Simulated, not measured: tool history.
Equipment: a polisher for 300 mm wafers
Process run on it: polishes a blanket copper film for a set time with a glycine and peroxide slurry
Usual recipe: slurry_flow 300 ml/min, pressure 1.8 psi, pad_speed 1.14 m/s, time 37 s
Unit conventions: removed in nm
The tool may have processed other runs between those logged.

run	hour	slurry_flow	pressure	pad_speed	time	incoming thickness of the incoming film, nm	removed
1	0.0	300	1.8	1.14	37	1436.9	158.8
# hour 26.3: head pressure recalibrated
2	83.1	300	1.8	1.14	37	1404.9	157.2
3	213.4	300	1.8	1.14	37	1422.5	154.4
# hour 237.6: slurry nozzle cleaned
# hour 243.5: worn pad replaced by a new one
4	278.3	300	1.8	1.14	37	1412.5	158.7
5	365.8	300	1.8	1.14	37	1401.2	158.9
6	426.0	235	1.8	1.14	27	1424.0	110.5
# hour 455.4: head pressure recalibrated
7	485.7	235	1.8	1.14	27	1419.5	109.9
# hour 547.2: worn pad replaced by a new one
8	582.1	300	1.8	0.86	37	1426.2	142.4
9	632.0	300	1.8	1.14	37	1411.7	160.7
10	673.4	300	1.8	1.14	37	1402.8	157.7
# hour 720.5: slurry nozzle cleaned
11	772.1	300	1.8	1.14	37	1409.8	155.7
# hour 810.8: worn pad replaced by a new one
12	854.8	375	1.3	1.14	37	1424.5	144.6
# hour 903.1: head pressure recalibrated
13	962.2	300	1.8	1.14	37	1416.9	159.5
14	1053.9	300	2.4	1.14	43	1419.9	212.9
15	1155.4	300	2.0	1.14	37	1389.9	157.4
# hour 1159.7: slurry nozzle cleaned
# hour 1164.5: worn pad replaced by a new one
16	1222.5	260	1.8	1.14	37	1425.2	157.1
17	1277.1	300	1.8	1.14	37	1415.6	160.2
18	1315.6	245	1.3	1.46	37	1421.3	153.1
19	1370.5	385	1.8	1.14	37	1424.7	160.3
# hour 1390.8: head pressure recalibrated
20	1414.5	300	2.1	1.14	37	1403.7	165.8
21	1483.4	300	1.6	0.78	44	1431.3	139.5
# hour 1509.2: worn pad replaced by a new one
22	1541.2	360	1.4	1.42	30	1435.6	135.7

Here are 4 independent what-if runs from the current tool condition. What would each one return?
A	1541.6	300	1.8	1.14	29	1408.1	?
B	1541.6	360	2.0	1.14	37	1408.1	?
C	1541.6	265	1.6	0.90	37	1408.1	?
D	1541.6	245	1.8	1.14	37	1408.1	?

run	removed
A	126.2
B	172.1
C	134.1
D	157.5
Take away the tool's hidden state, keep each run's random variation, and the runs would have read:
run	removed
A	127.1
B	173.3
C	135.0
D	158.5
